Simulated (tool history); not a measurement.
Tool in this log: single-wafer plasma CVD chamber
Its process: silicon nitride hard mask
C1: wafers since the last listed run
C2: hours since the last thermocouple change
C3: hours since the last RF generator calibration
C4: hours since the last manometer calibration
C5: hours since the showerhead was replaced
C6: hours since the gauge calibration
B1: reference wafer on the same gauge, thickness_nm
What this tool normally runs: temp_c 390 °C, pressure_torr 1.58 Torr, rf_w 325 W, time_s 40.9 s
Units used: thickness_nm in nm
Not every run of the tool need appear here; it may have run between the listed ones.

run 1 hour=0.0 | temp_c=390 pressure_torr=1.58 rf_w=325 time_s=38.8 | C1=0 C2=700.0 C3=437.5 C4=1436.0 C5=5202.3 C6=367.5 | B1=58.772 | thickness_nm=48.005
run 2 hour=56.2 | temp_c=390 pressure_torr=1.58 rf_w=325 time_s=38.8 | C1=1977 C2=756.2 C3=493.7 C4=1492.2 C5=5258.5 C6=423.7 | B1=58.827 | thickness_nm=48.497
run 3 hour=157.5 | temp_c=390 pressure_torr=1.58 rf_w=325 time_s=40.9 | C1=3564 C2=857.5 C3=595.0 C4=1593.5 C5=5359.8 C6=525.0 | B1=58.797 | thickness_nm=50.851
run 4 hour=235.5 | temp_c=390 pressure_torr=1.58 rf_w=325 time_s=40.9 | C1=2744 C2=935.5 C3=673.0 C4=1671.5 C5=5437.8 C6=603.0 | B1=58.808 | thickness_nm=50.516
run 5 hour=305.4 | temp_c=390 pressure_torr=1.58 rf_w=325 time_s=40.9 | C1=2459 C2=1005.4 C3=742.9 C4=1741.4 C5=5507.7 C6=672.9 | B1=58.809 | thickness_nm=50.594
run 6 hour=373.6 | temp_c=390 pressure_torr=1.58 rf_w=325 time_s=40.9 | C1=2399 C2=1073.6 C3=811.1 C4=1809.6 C5=5575.9 C6=741.1 | B1=58.806 | thickness_nm=50.616
run 7 hour=438.6 | temp_c=390 pressure_torr=1.58 rf_w=325 time_s=40.9 | C1=2287 C2=1138.6 C3=876.1 C4=1874.6 C5=5640.9 C6=806.1 | B1=58.797 | thickness_nm=50.712
run 8 hour=537.4 | temp_c=390 pressure_torr=1.58 rf_w=325 time_s=40.9 | C1=3476 C2=1237.4 C3=974.9 C4=1973.4 C5=5739.7 C6=904.9 | B1=58.807 | thickness_nm=50.454
-- hour=611.5 showerhead replaced
run 9 hour=621.1 | temp_c=390 pressure_torr=1.58 rf_w=325 time_s=40.9 | C1=2663 C2=1321.1 C3=1058.6 C4=2057.1 C5=9.6 C6=988.6 | B1=58.784 | thickness_nm=50.267
run 10 hour=664.1 | temp_c=390 pressure_torr=1.58 rf_w=325 time_s=40.9 | C1=1513 C2=1364.1 C3=1101.6 C4=2100.1 C5=52.6 C6=1031.6 | B1=58.788 | thickness_nm=50.348
run 11 hour=736.2 | temp_c=390 pressure_torr=1.58 rf_w=325 time_s=40.9 | C1=2537 C2=1436.2 C3=1173.7 C4=2172.2 C5=124.7 C6=1103.7 | B1=58.816 | thickness_nm=50.035
run 12 hour=808.4 | temp_c=384 pressure_torr=1.83 rf_w=325 time_s=40.9 | C1=2540 C2=1508.4 C3=1245.9 C4=2244.4 C5=196.9 C6=1175.9 | B1=58.780 | thickness_nm=51.852
-- hour=834.9 thermocouple changed; heater temperature recalibrated
run 13 hour=896.1 | temp_c=384 pressure_torr=1.83 rf_w=325 time_s=40.9 | C1=2804 C2=61.2 C3=1333.6 C4=2332.1 C5=284.6 C6=1263.6 | B1=58.777 | thickness_nm=51.482
run 14 hour=953.0 | temp_c=384 pressure_torr=1.83 rf_w=325 time_s=40.9 | C1=2002 C2=118.1 C3=1390.5 C4=2389.0 C5=341.5 C6=1320.5 | B1=58.825 | thickness_nm=51.586
-- hour=1020.4 capacitance manometer re-zeroed and calibrated
run 15 hour=1039.6 | temp_c=398 pressure_torr=1.58 rf_w=325 time_s=40.9 | C1=2765 C2=204.7 C3=1477.1 C4=19.2 C5=428.1 C6=1407.1 | B1=58.828 | thickness_nm=49.731
-- hour=1105.9 RF generator calibrated
run 16 hour=1106.4 | temp_c=384 pressure_torr=1.58 rf_w=375 time_s=44.2 | C1=2069 C2=271.5 C3=0.5 C4=86.0 C5=494.9 C6=1473.9 | B1=58.785 | thickness_nm=62.656
run 17 hour=1147.0 | temp_c=390 pressure_torr=1.58 rf_w=350 time_s=32.9 | C1=1428 C2=312.1 C3=41.1 C4=126.6 C5=535.5 C6=1514.5 | B1=58.787 | thickness_nm=44.036
-- hour=1184.0 gauge calibrated
run 18 hour=1212.5 | temp_c=390 pressure_torr=1.58 rf_w=325 time_s=40.9 | C1=2304 C2=377.6 C3=106.6 C4=192.1 C5=601.0 C6=28.5 | B1=58.785 | thickness_nm=50.949
run 19 hour=1283.8 | temp_c=400 pressure_torr=1.58 rf_w=260 time_s=32.7 | C1=2509 C2=448.9 C3=177.9 C4=263.4 C5=672.3 C6=99.8 | B1=58.812 | thickness_nm=32.328
run 20 hour=1371.9 | temp_c=403 pressure_torr=1.21 rf_w=280 time_s=47.2 | C1=3100 C2=537.0 C3=266.0 C4=351.5 C5=760.4 C6=187.9 | B1=58.857 | thickness_nm=47.408
run 21 hour=1476.7 | temp_c=390 pressure_torr=1.58 rf_w=350 time_s=40.9 | C1=3687 C2=641.8 C3=370.8 C4=456.3 C5=865.2 C6=292.7 | B1=58.812 | thickness_nm=54.314
run 22 hour=1548.4 | temp_c=375 pressure_torr=1.58 rf_w=305 time_s=40.9 | C1=2523 C2=713.5 C3=442.5 C4=528.0 C5=936.9 C6=364.4 | B1=58.808 | thickness_nm=48.058
run 23 hour=1637.9 | temp_c=377 pressure_torr=1.58 rf_w=325 time_s=40.9 | C1=3149 C2=803.0 C3=532.0 C4=617.5 C5=1026.4 C6=453.9 | B1=58.840 | thickness_nm=51.152
run 24 hour=1712.5 | temp_c=390 pressure_torr=1.58 rf_w=325 time_s=40.9 | C1=2625 C2=877.6 C3=606.6 C4=692.1 C5=1101.0 C6=528.5 | B1=58.821 | thickness_nm=50.746
run 25 hour=1777.0 | temp_c=390 pressure_torr=1.58 rf_w=325 time_s=40.9 | C1=2269 C2=942.1 C3=671.1 C4=756.6 C5=1165.5 C6=593.0 | B1=58.834 | thickness_nm=50.914
run 26 hour=1851.3 | temp_c=404 pressure_torr=1.58 rf_w=365 time_s=38.6 | C1=2614 C2=1016.4 C3=745.4 C4=830.9 C5=1239.8 C6=667.3 | B1=58.800 | thickness_nm=52.740
run 27 hour=1912.4 | temp_c=390 pressure_torr=1.69 rf_w=355 time_s=45.5 | C1=2150 C2=1077.5 C3=806.5 C4=892.0 C5=1300.9 C6=728.4 | B1=58.791 | thickness_nm=61.572

Consider 5 possible next runs. They are alternatives, not a sequence: every one starts from the tool as it was left by run 27. What does each give?
run A hour=1912.8 | temp_c=390 pressure_torr=1.58 rf_w=325 time_s=37.5 | C1=14 C2=1077.9 C3=806.9 C4=892.4 C5=1301.3 C6=728.8 | B1=? | thickness_nm=?
run B hour=1912.8 | temp_c=383 pressure_torr=1.89 rf_w=365 time_s=37.4 | C1=14 C2=1077.9 C3=806.9 C4=892.4 C5=1301.3 C6=728.8 | B1=? | thickness_nm=?
run C hour=1912.8 | temp_c=401 pressure_torr=1.58 rf_w=370 time_s=36.4 | C1=14 C2=1077.9 C3=806.9 C4=892.4 C5=1301.3 C6=728.8 | B1=? | thickness_nm=?
run D hour=1912.8 | temp_c=377 pressure_torr=1.84 rf_w=365 time_s=34.1 | C1=14 C2=1077.9 C3=806.9 C4=892.4 C5=1301.3 C6=728.8 | B1=? | thickness_nm=?
run E hour=1912.8 | temp_c=390 pressure_torr=1.58 rf_w=345 time_s=47.4 | C1=14 C2=1077.9 C3=806.9 C4=892.4 C5=1301.3 C6=728.8 | B1=? | thickness_nm=?

run=A B1=58.801 thickness_nm=46.496
run=B B1=58.801 thickness_nm=53.600
run=C B1=58.801 thickness_nm=50.383
run=D B1=58.801 thickness_nm=48.696
run=E B1=58.801 thickness_nm=61.986
What these runs would have given with no unlogged condition in the tool:
run=A thickness_nm=46.940
run=B thickness_nm=54.088
run=C thickness_nm=50.842
run=D thickness_nm=49.140
run=E thickness_nm=62.551
